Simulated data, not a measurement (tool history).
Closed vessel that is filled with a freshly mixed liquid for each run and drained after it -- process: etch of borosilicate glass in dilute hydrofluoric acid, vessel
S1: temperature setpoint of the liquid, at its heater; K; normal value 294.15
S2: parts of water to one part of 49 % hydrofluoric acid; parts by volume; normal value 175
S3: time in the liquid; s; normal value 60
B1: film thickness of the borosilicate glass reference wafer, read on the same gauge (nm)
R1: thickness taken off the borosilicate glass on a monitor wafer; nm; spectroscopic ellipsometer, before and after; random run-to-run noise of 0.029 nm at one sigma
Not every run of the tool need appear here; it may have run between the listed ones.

{"run": 1, "hour": 0.0, "S1": 294.15, "S2": 175, "S3": 60, "B1": 139.96, "R1": 8.87}
{"run": 2, "hour": 51.0, "S1": 294.15, "S2": 175, "S3": 60, "B1": 139.96, "R1": 8.81}
{"run": 3, "hour": 92.7, "S1": 294.15, "S2": 175, "S3": 60, "B1": 140, "R1": 8.95}
{"run": 4, "hour": 123.7, "S1": 294.15, "S2": 175, "S3": 60, "B1": 140.04, "R1": 8.84}
{"run": 5, "hour": 185.2, "S1": 294.15, "S2": 175, "S3": 60, "B1": 140.02, "R1": 8.95}
{"run": 6, "hour": 211.0, "S1": 294.15, "S2": 175, "S3": 60, "B1": 139.99, "R1": 8.95}
{"run": 7, "hour": 255.7, "S1": 294.15, "S2": 175, "S3": 60, "B1": 140.05, "R1": 8.96}
{"run": 8, "hour": 289.3, "S1": 294.15, "S2": 175, "S3": 60, "B1": 140.01, "R1": 9.02}
{"run": 9, "hour": 327.9, "S1": 294.15, "S2": 175, "S3": 60, "B1": 140.02, "R1": 9.04}
{"hour": 417.2, "done": "hydrofluoric acid flow meter replaced"}
{"run": 10, "hour": 499.0, "S1": 292.65, "S2": 240, "S3": 60, "B1": 140.02, "R1": 5.67}
{"run": 11, "hour": 552.3, "S1": 294.15, "S2": 175, "S3": 45, "B1": 139.98, "R1": 6.54}
{"run": 12, "hour": 579.3, "S1": 296.15, "S2": 120, "S3": 60, "B1": 140.02, "R1": 14.65}
{"run": 13, "hour": 614.9, "S1": 295.65, "S2": 175, "S3": 40, "B1": 140.01, "R1": 6.19}
{"run": 14, "hour": 684.3, "S1": 295.65, "S2": 215, "S3": 75, "B1": 139.97, "R1": 9.12}
{"hour": 707.8, "done": "gauge calibrated"}
{"run": 15, "hour": 740.4, "S1": 294.15, "S2": 175, "S3": 60, "B1": 140, "R1": 8.84}
{"run": 16, "hour": 783.1, "S1": 294.15, "S2": 175, "S3": 60, "B1": 140.03, "R1": 8.86}
{"hour": 823.1, "done": "thermometer replaced"}
{"run": 17, "hour": 823.7, "S1": 294.15, "S2": 100, "S3": 40, "B1": 140.04, "R1": 10.93}
{"run": 18, "hour": 872.9, "S1": 290.15, "S2": 175, "S3": 90, "B1": 140.01, "R1": 11.12}
{"run": 19, "hour": 923.3, "S1": 290.15, "S2": 235, "S3": 85, "B1": 139.98, "R1": 7.41}
{"run": 20, "hour": 953.1, "S1": 291.65, "S2": 175, "S3": 60, "B1": 139.97, "R1": 7.88}
{"run": 21, "hour": 1023.0, "S1": 294.15, "S2": 145, "S3": 60, "B1": 139.99, "R1": 10.85}
{"run": 22, "hour": 1146.7, "S1": 294.15, "S2": 125, "S3": 60, "B1": 139.99, "R1": 13.12}
{"run": 23, "hour": 1205.1, "S1": 291.15, "S2": 240, "S3": 30, "B1": 140.05, "R1": 2.71}

3 ways to go on from here, each from the tool as it stands after run 23. What would each give?
{"run": "A", "hour": 1205.8, "S1": 294.15, "S2": 175, "S3": 60, "B1": "?", "R1": "?"}
{"run": "B", "hour": 1205.8, "S1": 294.15, "S2": 175, "S3": 50, "B1": "?", "R1": "?"}
{"run": "C", "hour": 1205.8, "S1": 294.15, "S2": 225, "S3": 30, "B1": "?", "R1": "?"}

run=A B1=139.99 R1=8.82
run=B B1=139.99 R1=7.35
run=C B1=139.99 R1=3.27
Without the tool's unlogged condition, the same runs would have read:
run=A R1=8.36
run=B R1=6.97
run=C R1=3.09
